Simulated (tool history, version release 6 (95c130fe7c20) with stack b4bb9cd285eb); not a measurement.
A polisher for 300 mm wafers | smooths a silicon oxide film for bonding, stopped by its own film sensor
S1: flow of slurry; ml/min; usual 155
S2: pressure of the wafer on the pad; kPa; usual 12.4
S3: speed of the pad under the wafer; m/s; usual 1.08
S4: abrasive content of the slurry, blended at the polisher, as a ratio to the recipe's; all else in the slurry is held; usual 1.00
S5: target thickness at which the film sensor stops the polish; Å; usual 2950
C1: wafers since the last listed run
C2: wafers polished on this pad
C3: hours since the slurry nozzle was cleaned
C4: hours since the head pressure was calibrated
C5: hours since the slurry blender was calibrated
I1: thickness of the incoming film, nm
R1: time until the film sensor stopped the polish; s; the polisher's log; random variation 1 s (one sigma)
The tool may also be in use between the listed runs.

run   hour   S1    S2    S3    S4    S5   C1    C2     C3      C4     C5     I1     R1
  1    0.0  155  12.4  1.08  1.00  2950    0   527  331.3  1161.8  376.7  368.4  145.0
  2   10.3  155  12.4  1.08  1.00  2950  116   643  341.6  1172.1  387.0  370.4  151.8
  3   19.7  155  12.4  1.08  1.00  2950  106   749  351.0  1181.5  396.4  366.3  145.5
  4   34.8  155  12.4  1.08  1.00  2950  170   920  366.1  1196.6  411.5  370.3  157.2
  5   44.0  155  12.4  1.08  1.00  2950  103  1023  375.3  1205.8  420.7  366.7  150.1
  6   61.4  155   9.7  1.08  1.00  2950  196  1220  392.7  1223.2  438.1  367.8  181.1
      68.0  -- slurry nozzle cleaned
      70.9  -- slurry blender recalibrated
  7   71.8  155   9.7  1.08  1.00  2950   83  1303    3.8  1233.6    0.9  367.4  139.7
  8   80.8  155  12.4  1.24  1.00  2950  101  1405   12.8  1242.6    9.9  373.6  119.7
      88.8  -- worn pad replaced by a new one
  9   94.1  155  15.9  1.08  1.00  2950  105    59   26.1  1255.9   23.2  371.0  107.1
      96.2  -- head pressure recalibrated
 10  108.9  115  12.4  0.96  1.10  2950  144   204   40.9    12.7   38.0  373.4  142.9
 11  126.0  155  10.3  1.08  1.00  2790  193   397   58.0    29.8   55.1  370.3  170.3
 12  142.6  155  12.4  1.08  1.00  2950  187   584   74.6    46.4   71.7  375.9  137.8
 13  159.9  155  12.4  1.08  1.00  3140  195   780   91.9    63.7   89.0  369.8   94.2
 14  172.0  155  12.4  1.08  1.00  3040  136   916  104.0    75.8  101.1  373.5  118.9
 15  178.7  155  12.4  1.08  1.00  2950   75   992  110.7    82.5  107.8  368.8  126.9

The same runs without the tool's hidden state, with the same run-to-run variation:
The hidden state here: removal rate lost through wear of the pad, %; slurry flow missing at the pad, %; deviation of the head's pressure from its setpoint, %; abrasive missing from the slurry, %.
run     R1
  1  118.4
  2  122.8
  3  116.6
  4  124.2
  5  117.5
  6  139.0
  7  138.1
  8  118.1
  9  105.2
 10  139.8
 11  165.7
 12  133.3
 13   90.6
 14  113.8
 15  121.2
